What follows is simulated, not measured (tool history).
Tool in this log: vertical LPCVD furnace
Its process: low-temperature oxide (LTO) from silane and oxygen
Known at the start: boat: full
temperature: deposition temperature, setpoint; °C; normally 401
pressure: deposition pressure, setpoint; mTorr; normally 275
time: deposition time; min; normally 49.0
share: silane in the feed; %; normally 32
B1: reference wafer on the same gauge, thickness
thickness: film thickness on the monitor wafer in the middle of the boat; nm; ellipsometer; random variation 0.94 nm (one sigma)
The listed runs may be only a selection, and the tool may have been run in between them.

run 1 day=0.000 | temperature=401 pressure=275 time=49.0 share=34 | B1=386.16 | thickness=437.34
-- day=1.833 silane flow controller replaced
run 2 day=2.229 | temperature=401 pressure=275 time=49.0 share=34 | B1=385.92 | thickness=437.08
-- day=3.800 pressure gauge zeroed
-- day=4.054 thermocouples replaced and temperature profile calibrated
run 3 day=4.075 | temperature=401 pressure=275 time=49.0 share=32 | B1=386.07 | thickness=400.84
run 4 day=4.300 | temperature=401 pressure=275 time=49.0 share=32 | B1=385.89 | thickness=401.22
run 5 day=4.529 | temperature=401 pressure=275 time=49.0 share=32 | B1=385.99 | thickness=403.30
run 6 day=5.292 | temperature=401 pressure=275 time=49.0 share=32 | B1=385.79 | thickness=400.99
run 7 day=5.692 | temperature=401 pressure=275 time=49.0 share=32 | B1=385.81 | thickness=400.01
run 8 day=6.217 | temperature=401 pressure=275 time=49.0 share=32 | B1=385.70 | thickness=401.25
run 9 day=6.729 | temperature=401 pressure=275 time=49.0 share=32 | B1=385.69 | thickness=400.39
run 10 day=7.238 | temperature=401 pressure=275 time=67.5 share=32 | B1=386.13 | thickness=554.02
run 11 day=8.017 | temperature=401 pressure=225 time=32.5 share=32 | B1=385.97 | thickness=217.49
run 12 day=8.467 | temperature=401 pressure=245 time=49.0 share=37 | B1=385.61 | thickness=432.01
run 13 day=9.162 | temperature=396 pressure=275 time=33.0 share=32 | B1=385.74 | thickness=252.80
run 14 day=10.075 | temperature=401 pressure=325 time=63.5 share=32 | B1=385.99 | thickness=615.24
run 15 day=10.883 | temperature=401 pressure=275 time=49.0 share=32 | B1=386.03 | thickness=401.39
run 16 day=11.883 | temperature=401 pressure=275 time=49.0 share=37 | B1=385.82 | thickness=485.76
run 17 day=12.338 | temperature=401 pressure=225 time=32.5 share=32 | B1=385.71 | thickness=216.61
run 18 day=12.867 | temperature=401 pressure=330 time=49.0 share=28 | B1=386.45 | thickness=395.14
run 19 day=13.583 | temperature=401 pressure=330 time=61.0 share=36 | B1=385.96 | thickness=701.45
run 20 day=14.671 | temperature=401 pressure=275 time=49.0 share=32 | B1=385.74 | thickness=399.26
run 21 day=15.317 | temperature=411 pressure=325 time=32.5 share=32 | B1=385.68 | thickness=352.11
run 22 day=16.196 | temperature=401 pressure=275 time=68.0 share=29 | B1=385.94 | thickness=480.90
run 23 day=17.142 | temperature=393 pressure=275 time=42.5 share=32 | B1=386.02 | thickness=315.03
run 24 day=17.804 | temperature=401 pressure=240 time=49.0 share=32 | B1=386.24 | thickness=347.27
run 25 day=18.375 | temperature=401 pressure=240 time=49.0 share=32 | B1=386.13 | thickness=346.79
run 26 day=18.762 | temperature=401 pressure=275 time=38.0 share=32 | B1=386.15 | thickness=308.78
run 27 day=19.721 | temperature=401 pressure=275 time=49.0 share=32 | B1=386.10 | thickness=397.89
run 28 day=20.512 | temperature=401 pressure=275 time=56.5 share=29 | B1=385.97 | thickness=397.60
run 29 day=20.875 | temperature=401 pressure=275 time=32.0 share=32 | B1=385.87 | thickness=259.90
run 30 day=21.796 | temperature=391 pressure=275 time=57.5 share=32 | B1=386.17 | thickness=415.52
run 31 day=22.400 | temperature=401 pressure=250 time=49.0 share=27 | B1=386.06 | thickness=282.00
run 32 day=23.296 | temperature=401 pressure=245 time=49.0 share=32 | B1=385.95 | thickness=353.71

Exercise: give the hidden state of the tool at every run:
deviation of the silane flow from its setpoint, %: 0 across all the runs
gauge reads high (%): 0 across all the runs
H1: true tube temperature minus thermocouple reading, K
H2: true pressure minus gauge reading, mTorr
run=1 H1=4.23 H2=-10.4
run=2 H1=4.24 H2=-10.5
run=3 H1=0.564 H2=1.32
run=4 H1=0.585 H2=1.19
run=5 H1=0.606 H2=1.05
run=6 H1=0.676 H2=0.612
run=7 H1=0.712 H2=0.388
run=8 H1=0.758 H2=0.101
run=9 H1=0.803 H2=-0.173
run=10 H1=0.848 H2=-0.438
run=11 H1=0.915 H2=-0.832
run=12 H1=0.953 H2=-1.05
run=13 H1=1.01 H2=-1.39
run=14 H1=1.09 H2=-1.81
run=15 H1=1.15 H2=-2.16
run=16 H1=1.23 H2=-2.59
run=17 H1=1.27 H2=-2.77
run=18 H1=1.31 H2=-2.99
run=19 H1=1.36 H2=-3.27
run=20 H1=1.44 H2=-3.67
run=21 H1=1.49 H2=-3.9
run=22 H1=1.55 H2=-4.21
run=23 H1=1.62 H2=-4.52
run=24 H1=1.66 H2=-4.73
run=25 H1=1.7 H2=-4.91
run=26 H1=1.73 H2=-5.02
run=27 H1=1.79 H2=-5.3
run=28 H1=1.84 H2=-5.53
run=29 H1=1.87 H2=-5.63
run=30 H1=1.93 H2=-5.87
run=31 H1=1.96 H2=-6.03
run=32 H1=2.02 H2=-6.25
